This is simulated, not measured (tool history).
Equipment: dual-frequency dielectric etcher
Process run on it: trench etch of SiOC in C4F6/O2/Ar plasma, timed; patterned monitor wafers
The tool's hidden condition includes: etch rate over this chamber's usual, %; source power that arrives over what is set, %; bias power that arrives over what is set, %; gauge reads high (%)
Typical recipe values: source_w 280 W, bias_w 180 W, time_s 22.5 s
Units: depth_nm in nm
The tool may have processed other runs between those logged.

run,hour,source_w,bias_w,time_s,wafers since the last listed run,hours since the last wet clean,hours since the last source power generator calibration,hours since the last bias power generator calibration,hours since the last upper electrode change,hours since the gauge calibration,"read-back reference wafer on the same gauge, depth_nm",depth_nm
1,0.0,280,180,22.5,0,293.7,1465.5,4825.2,2958.0,515.9,47.62,44.20
2,12.1,280,180,22.5,164,305.8,1477.6,4837.3,2970.1,528.0,47.60,44.39
3,42.9,280,180,22.5,417,336.6,1508.4,4868.1,3000.9,558.8,47.58,44.46
4,73.0,320,170,22.5,407,366.7,1538.5,4898.2,3031.0,588.9,47.60,45.66
# hour 105.7: wet clean of the chamber
5,106.2,320,170,22.5,124,0.5,1571.7,4931.4,3064.2,622.1,47.63,45.38
6,108.8,320,170,22.5,35,3.1,1574.3,4934.0,3066.8,624.7,47.57,45.59
7,171.4,280,180,22.5,848,65.7,1636.9,4996.6,3129.4,687.3,47.60,44.02
8,184.5,280,198,22.5,177,78.8,1650.0,5009.7,3142.5,700.4,47.58,45.94
9,205.1,280,180,22.5,279,99.4,1670.6,5030.3,3163.1,721.0,47.61,44.31
# hour 231.3: source power generator calibrated
10,238.3,280,180,22.5,395,132.6,7.0,5063.5,3196.3,754.2,47.60,43.27
11,259.7,280,180,22.5,290,154.0,28.4,5084.9,3217.7,775.6,47.60,43.65
12,282.9,280,180,22.5,314,177.2,51.6,5108.1,3240.9,798.8,47.58,43.55
# hour 316.8: bias power generator calibrated
13,317.3,280,180,22.5,412,211.6,86.0,0.5,3275.3,833.2,47.61,43.48
14,330.1,280,180,27.0,173,224.4,98.8,13.3,3288.1,846.0,47.62,52.31
15,357.0,260,192,22.5,364,251.3,125.7,40.2,3315.0,872.9,47.58,43.41
16,387.7,220,157,22.5,416,282.0,156.4,70.9,3345.7,903.6,47.59,37.18
# hour 424.3: gauge calibrated
# hour 436.7: upper electrode replaced
# hour 472.0: wet clean of the chamber
17,475.8,280,198,25.0,543,3.8,244.5,159.0,39.1,51.5,47.60,50.08
18,490.1,310,180,22.5,193,18.1,258.8,173.3,53.4,65.8,47.62,45.34
19,515.9,280,180,22.5,349,43.9,284.6,199.1,79.2,91.6,47.61,43.25
20,536.5,280,165,27.5,279,64.5,305.2,219.7,99.8,112.2,47.61,51.12
21,556.8,240,180,22.5,275,84.8,325.5,240.0,120.1,132.5,47.61,40.66
22,581.7,320,145,28.5,337,109.7,350.4,264.9,145.0,157.4,47.61,53.11
23,615.8,280,222,22.5,462,143.8,384.5,299.0,179.1,191.5,47.58,47.63
24,642.6,320,145,28.5,363,170.6,411.3,325.8,205.9,218.3,47.61,53.19
25,672.5,280,180,22.5,405,200.5,441.2,355.7,235.8,248.2,47.60,43.59
26,701.2,340,180,22.5,389,229.2,469.9,384.4,264.5,276.9,47.59,47.21
27,724.6,240,151,29.0,317,252.6,493.3,407.8,287.9,300.3,47.62,49.08
28,751.1,350,160,19.0,359,279.1,519.8,434.3,314.4,326.8,47.59,38.35
29,764.5,280,180,19.0,181,292.5,533.2,447.7,327.8,340.2,47.61,36.73

Here are 5 independent what-if runs from the current tool condition. What would each one return?
A,764.9,280,180,22.5,5,292.9,533.6,448.1,328.2,340.6,?,?
B,764.9,330,180,22.5,5,292.9,533.6,448.1,328.2,340.6,?,?
C,764.9,280,180,17.5,5,292.9,533.6,448.1,328.2,340.6,?,?
D,764.9,240,218,25.5,5,292.9,533.6,448.1,328.2,340.6,?,?
E,764.9,300,224,28.0,5,292.9,533.6,448.1,328.2,340.6,?,?

run,"read-back reference wafer on the same gauge, depth_nm",depth_nm
A,47.60,43.75
B,47.60,46.76
C,47.60,34.02
D,47.60,50.48
E,47.60,61.31
What these runs would have given with no unlogged condition in the tool:
run,depth_nm
A,43.27
B,46.25
C,33.65
D,49.93
E,60.65
